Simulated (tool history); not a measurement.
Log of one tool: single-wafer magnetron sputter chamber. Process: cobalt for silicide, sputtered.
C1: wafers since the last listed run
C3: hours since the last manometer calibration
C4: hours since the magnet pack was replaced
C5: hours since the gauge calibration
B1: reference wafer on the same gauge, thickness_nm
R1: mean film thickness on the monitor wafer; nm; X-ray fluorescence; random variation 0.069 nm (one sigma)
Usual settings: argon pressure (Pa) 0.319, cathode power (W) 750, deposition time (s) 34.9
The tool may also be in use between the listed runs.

Run 1, hour 0: usual settings; C1 0; wafers on the sputter target 1533; C3 2732.6; C4 9294.6; C5 35.6; B1 13.499. Result: R1 13.629 nm.
Run 2, hour 15.6: usual settings; C1 358; wafers on the sputter target 1891; C3 2748.2; C4 9310.2; C5 51.2; B1 13.496. Result: R1 13.632 nm.
Run 3, hour 23: usual settings; C1 170; wafers on the sputter target 2062; C3 2755.6; C4 9317.6; C5 58.6; B1 13.504. Result: R1 13.659 nm.
Run 4, hour 33.9: usual settings; C1 250; wafers on the sputter target 2312; C3 2766.5; C4 9328.5; C5 69.5; B1 13.495. Result: R1 13.573 nm.
Run 5, hour 42.6: usual settings but argon pressure (Pa) 0.389, deposition time (s) 32.6; C1 200; wafers on the sputter target 2512; C3 2775.2; C4 9337.2; C5 78.2; B1 13.484. Result: R1 12.273 nm.
Run 6, hour 53.4: usual settings but argon pressure (Pa) 0.389, deposition time (s) 32.6; C1 248; wafers on the sputter target 2760; C3 2786; C4 9348; C5 89; B1 13.498. Result: R1 12.434 nm.
Run 7, hour 60.9: usual settings but cathode power (W) 700; C1 172; wafers on the sputter target 2933; C3 2793.5; C4 9355.5; C5 96.5; B1 13.498. Result: R1 12.689 nm.
Run 8, hour 72.8: usual settings but cathode power (W) 600; C1 273; wafers on the sputter target 3206; C3 2805.4; C4 9367.4; C5 108.4; B1 13.5. Result: R1 10.865 nm.
Run 9, hour 83.9: usual settings but cathode power (W) 600; C1 255; wafers on the sputter target 3462; C3 2816.5; C4 9378.5; C5 119.5; B1 13.511. Result: R1 10.834 nm.
At hour 103.9: magnet pack replaced.
Run 10, hour 104.4: usual settings but argon pressure (Pa) 0.254; C1 287; wafers on the sputter target 3749; C3 2837; C4 0.5; C5 140; B1 13.491. Result: R1 13.726 nm.
Run 11, hour 108.2: usual settings but argon pressure (Pa) 0.279, deposition time (s) 28; C1 87; wafers on the sputter target 3836; C3 2840.8; C4 4.3; C5 143.8; B1 13.497. Result: R1 10.862 nm.
At hour 114.9: gauge calibrated.
Run 12, hour 119.4: usual settings; C1 257; wafers on the sputter target 4094; C3 2852; C4 15.5; C5 4.5; B1 13.492. Result: R1 13.366 nm.
Run 13, hour 127.8: usual settings but argon pressure (Pa) 0.44; C1 193; wafers on the sputter target 4287; C3 2860.4; C4 23.9; C5 12.9; B1 13.518. Result: R1 12.811 nm.
Run 14, hour 139: usual settings but argon pressure (Pa) 0.221, deposition time (s) 38.9; C1 257; wafers on the sputter target 4544; C3 2871.6; C4 35.1; C5 24.1; B1 13.498. Result: R1 15.39 nm.
Run 15, hour 156.5: usual settings but argon pressure (Pa) 0.274, deposition time (s) 30.2; C1 402; wafers on the sputter target 4947; C3 2889.1; C4 52.6; C5 41.6; B1 13.505. Result: R1 11.764 nm.
At hour 182.9: sputter target and shields replaced.
At hour 193.8: capacitance manometer re-zeroed and calibrated.
Run 16, hour 201.6: usual settings; C1 668; wafers on the sputter target 246; C3 7.8; C4 97.7; C5 86.7; B1 13.507. Result: R1 13.673 nm.
Run 17, hour 212.3: usual settings but argon pressure (Pa) 0.435, cathode power (W) 650, deposition time (s) 40.4; C1 245; wafers on the sputter target 492; C3 18.5; C4 108.4; C5 97.4; B1 13.499. Result: R1 13.258 nm.
Run 18, hour 224.7: usual settings but argon pressure (Pa) 0.381, cathode power (W) 650, deposition time (s) 29.4; C1 285; wafers on the sputter target 778; C3 30.9; C4 120.8; C5 109.8; B1 13.502. Result: R1 9.79 nm.
Run 19, hour 238.2: usual settings but deposition time (s) 31.2; C1 310; wafers on the sputter target 1088; C3 44.4; C4 134.3; C5 123.3; B1 13.505. Result: R1 12.262 nm.
Run 20, hour 255.1: usual settings but deposition time (s) 28; C1 388; wafers on the sputter target 1476; C3 61.3; C4 151.2; C5 140.2; B1 13.494. Result: R1 11.001 nm.
At hour 267.7: gauge calibrated.
Run 21, hour 270.4: usual settings; C1 351; wafers on the sputter target 1828; C3 76.6; C4 166.5; C5 2.7; B1 13.504. Result: R1 13.618 nm.

What the log doesn't show, run by run:
true argon pressure above the setpoint (%): 0 in every run
gauge reads high (%): 0 in every run
H1: deposition rate above that of a new target (%)
run      H1
  1   -1.05
  2   -1.15
  3   -1.21
  4    -1.3
  5   -1.38
  6   -1.48
  7   -1.56
  8    -1.7
  9   -1.84
 10   -2.13
 11   -2.18
 12   -2.36
 13    -2.5
 14   -2.69
 15   -3.01
 16  -0.483
 17  -0.506
 18  -0.544
 19  -0.601
 20  -0.694
 21    -0.8
